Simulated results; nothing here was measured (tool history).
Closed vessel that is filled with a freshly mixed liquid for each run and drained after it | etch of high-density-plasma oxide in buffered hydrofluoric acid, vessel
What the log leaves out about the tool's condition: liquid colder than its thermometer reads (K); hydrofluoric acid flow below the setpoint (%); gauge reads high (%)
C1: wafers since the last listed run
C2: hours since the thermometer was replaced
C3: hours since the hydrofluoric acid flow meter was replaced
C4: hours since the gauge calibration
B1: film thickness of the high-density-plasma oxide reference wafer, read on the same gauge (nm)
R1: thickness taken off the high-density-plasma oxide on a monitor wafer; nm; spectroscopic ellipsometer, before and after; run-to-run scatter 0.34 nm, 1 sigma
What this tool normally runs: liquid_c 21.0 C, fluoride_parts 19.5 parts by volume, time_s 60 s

Run 1, hour 0.0: usual settings but liquid_c 18.0 C, fluoride_parts 22.0 parts by volume; C1 0; C2 1620.6; C3 1210.6; C4 115.6; B1 79.98. Result: R1 24.16 nm.
Run 2, hour 16.2: usual settings; C1 1330; C2 1636.8; C3 1226.8; C4 131.8; B1 79.94. Result: R1 31.69 nm.
Run 3, hour 25.7: usual settings; C1 780; C2 1646.3; C3 1236.3; C4 141.3; B1 79.98. Result: R1 31.99 nm.
Run 4, hour 43.6: usual settings; C1 1470; C2 1664.2; C3 1254.2; C4 159.2; B1 79.97. Result: R1 31.40 nm.
Run 5, hour 56.9: usual settings; C1 1092; C2 1677.5; C3 1267.5; C4 172.5; B1 80.01. Result: R1 31.53 nm.
Run 6, hour 73.8: usual settings; C1 1387; C2 1694.4; C3 1284.4; C4 189.4; B1 80.00. Result: R1 31.79 nm.
Run 7, hour 86.2: usual settings; C1 1018; C2 1706.8; C3 1296.8; C4 201.8; B1 80.02. Result: R1 32.09 nm.
Run 8, hour 95.5: usual settings but fluoride_parts 25.0 parts by volume; C1 763; C2 1716.1; C3 1306.1; C4 211.1; B1 80.00. Result: R1 26.51 nm.
Run 9, hour 109.0: usual settings but fluoride_parts 14.0 parts by volume; C1 1108; C2 1729.6; C3 1319.6; C4 224.6; B1 79.99. Result: R1 44.47 nm.
Run 10, hour 124.7: usual settings but time_s 75 s; C1 1289; C2 1745.3; C3 1335.3; C4 240.3; B1 79.97. Result: R1 39.30 nm.
Run 11, hour 133.1: usual settings but fluoride_parts 13.5 parts by volume; C1 689; C2 1753.7; C3 1343.7; C4 248.7; B1 80.00. Result: R1 45.37 nm.
Run 12, hour 144.2: usual settings but liquid_c 25.0 C, fluoride_parts 13.5 parts by volume, time_s 30 s; C1 911; C2 1764.8; C3 1354.8; C4 259.8; B1 80.02. Result: R1 28.30 nm.
At hour 157.7: hydrofluoric acid flow meter replaced.
Run 13, hour 159.4: usual settings but liquid_c 17.0 C; C1 1166; C2 1780.0; C3 1.7; C4 275.0; B1 80.03. Result: R1 24.98 nm.
Run 14, hour 169.7: usual settings; C1 845; C2 1790.3; C3 12.0; C4 285.3; B1 79.99. Result: R1 31.30 nm.
Run 15, hour 218.1: usual settings; C1 3974; C2 1838.7; C3 60.4; C4 333.7; B1 79.99. Result: R1 31.28 nm.
Run 16, hour 236.6: usual settings but liquid_c 25.0 C, fluoride_parts 24.0 parts by volume, time_s 50 s; C1 1519; C2 1857.2; C3 78.9; C4 352.2; B1 80.03. Result: R1 27.84 nm.
Run 17, hour 245.7: usual settings; C1 747; C2 1866.3; C3 88.0; C4 361.3; B1 79.97. Result: R1 31.13 nm.
Run 18, hour 256.8: usual settings; C1 911; C2 1877.4; C3 99.1; C4 372.4; B1 79.99. Result: R1 31.00 nm.
Run 19, hour 274.7: usual settings; C1 1470; C2 1895.3; C3 117.0; C4 390.3; B1 79.98. Result: R1 30.74 nm.
Run 20, hour 285.6: usual settings but liquid_c 24.0 C, fluoride_parts 22.5 parts by volume, time_s 90 s; C1 895; C2 1906.2; C3 127.9; C4 401.2; B1 80.00. Result: R1 49.99 nm.
At hour 297.6: gauge calibrated.
Run 21, hour 301.3: usual settings; C1 1289; C2 1921.9; C3 143.6; C4 3.7; B1 79.99. Result: R1 30.80 nm.
At hour 302.6: thermometer replaced.
Run 22, hour 309.4: usual settings but liquid_c 17.0 C, fluoride_parts 26.0 parts by volume, time_s 35 s; C1 583; C2 6.8; C3 151.7; C4 11.8; B1 79.98. Result: R1 13.44 nm.
Run 23, hour 316.0: usual settings but liquid_c 25.5 C, fluoride_parts 26.0 parts by volume, time_s 40 s; C1 542; C2 13.4; C3 158.3; C4 18.4; B1 79.96. Result: R1 24.58 nm.
Run 24, hour 333.0: usual settings but liquid_c 22.5 C, fluoride_parts 16.5 parts by volume; C1 1396; C2 30.4; C3 175.3; C4 35.4; B1 80.03. Result: R1 45.04 nm.
Run 25, hour 346.3: usual settings but liquid_c 17.5 C, fluoride_parts 27.0 parts by volume, time_s 90 s; C1 1092; C2 43.7; C3 188.6; C4 48.7; B1 80.01. Result: R1 34.48 nm.
Run 26, hour 359.9: usual settings but fluoride_parts 22.5 parts by volume, time_s 80 s; C1 1116; C2 57.3; C3 202.2; C4 62.3; B1 80.02. Result: R1 42.16 nm.
Run 27, hour 374.6: usual settings; C1 1207; C2 72.0; C3 216.9; C4 77.0; B1 79.99. Result: R1 35.32 nm.
Run 28, hour 392.1: usual settings but liquid_c 25.0 C, fluoride_parts 27.5 parts by volume, time_s 40 s; C1 1437; C2 89.5; C3 234.4; C4 94.5; B1 80.03. Result: R1 23.05 nm.
Run 29, hour 405.0: usual settings; C1 1059; C2 102.4; C3 247.3; C4 107.4; B1 80.03. Result: R1 34.75 nm.
Run 30, hour 447.7: usual settings but liquid_c 17.0 C, fluoride_parts 26.0 parts by volume; C1 3506; C2 145.1; C3 290.0; C4 150.1; B1 79.99. Result: R1 22.66 nm.
Run 31, hour 455.4: usual settings but liquid_c 23.0 C; C1 632; C2 152.8; C3 297.7; C4 157.8; B1 80.04. Result: R1 39.04 nm.

How the hidden state differs across the entries between the runs, from the last listed run before each to the first after it:
Run 12 -> run 13: hydrofluoric acid flow meter replaced (hour 157.7)
  liquid colder than its thermometer reads (K): 2.15 -> 2.17
  measured less the result without the state, R1: -3.53 -> -3.33 nm
Run 20 -> run 21: gauge calibrated (hour 297.6)
  liquid colder than its thermometer reads (K): 2.32 -> 2.34
  measured less the result without the state, R1: -6.84 -> -4.33 nm
Run 21 -> run 22: thermometer replaced (hour 302.6)
  liquid colder than its thermometer reads (K): 2.34 -> 0.0122
  measured less the result without the state, R1: -4.33 -> +0.00 nm
